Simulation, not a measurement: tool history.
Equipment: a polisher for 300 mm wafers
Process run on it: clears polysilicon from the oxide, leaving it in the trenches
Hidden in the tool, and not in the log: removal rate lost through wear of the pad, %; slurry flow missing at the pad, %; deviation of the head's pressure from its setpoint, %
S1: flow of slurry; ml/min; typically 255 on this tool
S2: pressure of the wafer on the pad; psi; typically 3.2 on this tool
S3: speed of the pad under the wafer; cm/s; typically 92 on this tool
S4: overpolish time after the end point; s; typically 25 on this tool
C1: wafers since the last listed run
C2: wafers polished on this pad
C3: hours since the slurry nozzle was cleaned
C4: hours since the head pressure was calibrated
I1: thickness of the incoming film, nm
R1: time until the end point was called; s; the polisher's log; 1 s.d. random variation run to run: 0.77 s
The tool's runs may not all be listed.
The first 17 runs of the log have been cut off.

run	hour	S1	S2	S3	S4	C1	C2	C3	C4	I1	R1
# hour 1297.3: head pressure recalibrated
18	1388.2	255	3.6	92	25	825	3378	315.6	90.9	726.1	51.9
19	1476.8	255	3.2	114	30	764	4142	404.2	179.5	714.2	47.8
20	1517.2	210	2.3	78	25	348	4490	444.6	219.9	714.3	90.2
21	1610.4	255	2.7	92	25	803	5294	537.8	313.1	697.4	66
# hour 1620.7: worn pad replaced by a new one
# hour 1784.3: slurry nozzle cleaned
22	1896.8	255	2.3	76	30	2426	2372	112.5	599.5	708.1	91.1
# hour 1971.4: head pressure recalibrated
23	2003.2	255	3.2	70	25	900	3272	218.9	31.8	710.9	72.9
24	2099	255	3.2	92	25	826	4098	314.7	127.6	705.9	55.5
25	2171.7	300	3.2	92	35	626	4725	387.4	200.3	709.4	55.3
26	2211.3	305	3.6	78	21	341	5067	427	239.9	709	59.6
# hour 2235.1: worn pad replaced by a new one
27	2273.2	255	3.2	92	39	499	328	488.9	301.8	700.6	56.7
28	2334.3	255	3.8	70	14	526	855	550	362.9	696.9	60.1
# hour 2354.8: slurry nozzle cleaned
29	2412	215	3.2	106	25	661	1516	57.2	440.6	721.9	53.3
30	2514.1	255	3.2	92	25	880	2397	159.3	542.7	725.2	58.5
31	2552	335	3.8	104	12	326	2724	197.2	580.6	696.3	41.9
32	2641.7	340	3.2	118	25	773	3497	286.9	670.3	719.3	45.1
# hour 2656.4: head pressure recalibrated
33	2686.8	255	3.2	92	25	371	3869	332	30.4	698.7	56

Consider 5 possible next runs. They are alternatives, not a sequence: every one starts from the tool as it was left by run 33. What does each give?
A	2687.3	255	3.2	92	25	4	3873	332.5	30.9	694.9	?
B	2687.3	220	2.2	102	21	4	3873	332.5	30.9	694.9	?
C	2687.3	335	3.2	110	35	4	3873	332.5	30.9	694.9	?
D	2687.3	255	2.2	102	12	4	3873	332.5	30.9	694.9	?
E	2687.3	255	2.5	116	10	4	3873	332.5	30.9	694.9	?

run	R1
A	57.3
B	73.9
C	47.7
D	72.5
E	58.1
With no hidden state in the tool, these same runs would have given:
run	R1
A	57.3
B	73.9
C	47.7
D	72.5
E	58.1
